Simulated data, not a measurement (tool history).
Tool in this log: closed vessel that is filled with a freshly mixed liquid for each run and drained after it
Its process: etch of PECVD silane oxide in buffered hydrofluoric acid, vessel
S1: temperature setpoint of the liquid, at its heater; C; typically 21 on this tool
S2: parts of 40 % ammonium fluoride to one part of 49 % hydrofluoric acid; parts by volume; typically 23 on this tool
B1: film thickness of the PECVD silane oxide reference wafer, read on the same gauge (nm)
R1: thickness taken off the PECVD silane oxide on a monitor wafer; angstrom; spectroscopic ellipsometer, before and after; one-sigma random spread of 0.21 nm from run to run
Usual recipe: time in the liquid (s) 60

run 1 hour=0 | S1=22 S2=23 time_in_the_liquid_(s)=35 | B1=30.01 | R1=326.5
run 2 hour=31.1 | S1=21 S2=23 time_in_the_liquid_(s)=60 | B1=30.01 | R1=527.7
run 3 hour=56.1 | S1=21 S2=23 time_in_the_liquid_(s)=60 | B1=29.98 | R1=528.5
run 4 hour=127.9 | S1=21 S2=23 time_in_the_liquid_(s)=60 | B1=29.87 | R1=523.5
run 5 hour=162 | S1=21 S2=23 time_in_the_liquid_(s)=60 | B1=29.86 | R1=524.4
run 6 hour=179.3 | S1=21 S2=23 time_in_the_liquid_(s)=60 | B1=29.82 | R1=522.3
run 7 hour=199.2 | S1=21 S2=26.5 time_in_the_liquid_(s)=60 | B1=29.78 | R1=475.7
run 8 hour=221 | S1=21 S2=23 time_in_the_liquid_(s)=60 | B1=29.77 | R1=524.1
run 9 hour=250.1 | S1=21 S2=18 time_in_the_liquid_(s)=60 | B1=29.74 | R1=638.2
-- hour=292.8 gauge calibrated
run 10 hour=318 | S1=21 S2=23 time_in_the_liquid_(s)=60 | B1=30 | R1=523
run 11 hour=331.1 | S1=21 S2=23 time_in_the_liquid_(s)=60 | B1=29.94 | R1=525.8
run 12 hour=345 | S1=21 S2=23 time_in_the_liquid_(s)=60 | B1=29.91 | R1=523.4
run 13 hour=359.4 | S1=21 S2=23 time_in_the_liquid_(s)=60 | B1=29.9 | R1=524.9
run 14 hour=373.2 | S1=21 S2=26 time_in_the_liquid_(s)=60 | B1=29.9 | R1=481.7
run 15 hour=397.6 | S1=19.5 S2=23 time_in_the_liquid_(s)=30 | B1=29.89 | R1=240.9
run 16 hour=423.9 | S1=19 S2=28.5 time_in_the_liquid_(s)=45 | B1=29.8 | R1=301.4
run 17 hour=443.9 | S1=19.5 S2=27 time_in_the_liquid_(s)=90 | B1=29.77 | R1=643.9
run 18 hour=460.2 | S1=19.5 S2=27 time_in_the_liquid_(s)=90 | B1=29.76 | R1=649.5
run 19 hour=476.2 | S1=25 S2=14 time_in_the_liquid_(s)=60 | B1=29.71 | R1=1021.1
-- hour=495.1 hydrofluoric acid flow meter replaced
run 20 hour=501.8 | S1=24.5 S2=23 time_in_the_liquid_(s)=30 | B1=29.72 | R1=316.8
run 21 hour=524.1 | S1=18.5 S2=14.5 time_in_the_liquid_(s)=75 | B1=29.68 | R1=852.6
-- hour=539.8 thermometer replaced
run 22 hour=540.7 | S1=21 S2=23 time_in_the_liquid_(s)=60 | B1=29.69 | R1=519.3
run 23 hour=576.3 | S1=18 S2=19.5 time_in_the_liquid_(s)=60 | B1=29.62 | R1=493.3
run 24 hour=598.2 | S1=25.5 S2=23 time_in_the_liquid_(s)=85 | B1=29.61 | R1=944.1
run 25 hour=620.3 | S1=17 S2=23 time_in_the_liquid_(s)=40 | B1=29.61 | R1=277.2
run 26 hour=636.6 | S1=19 S2=30 time_in_the_liquid_(s)=60 | B1=29.58 | R1=385.9
run 27 hour=656.4 | S1=24.5 S2=27.5 time_in_the_liquid_(s)=45 | B1=29.54 | R1=415
-- hour=669.1 gauge calibrated
run 28 hour=680.8 | S1=17 S2=27.5 time_in_the_liquid_(s)=85 | B1=30.03 | R1=526.9

3 options for the next run, each taken on its own from the tool as it stands now. Forecast them:
run A hour=681.5 | S1=21 S2=23 time_in_the_liquid_(s)=60 | B1=? | R1=?
run B hour=681.5 | S1=19 S2=18 time_in_the_liquid_(s)=30 | B1=? | R1=?
run C hour=681.5 | S1=24.5 S2=17.5 time_in_the_liquid_(s)=45 | B1=? | R1=?

run=A B1=30.03 R1=523.2
run=B B1=30.03 R1=285.7
run=C B1=30.03 R1=597.9
With no hidden state in the tool, these same runs would have given:
run=A R1=522.4
run=B R1=285.2
run=C R1=596.9
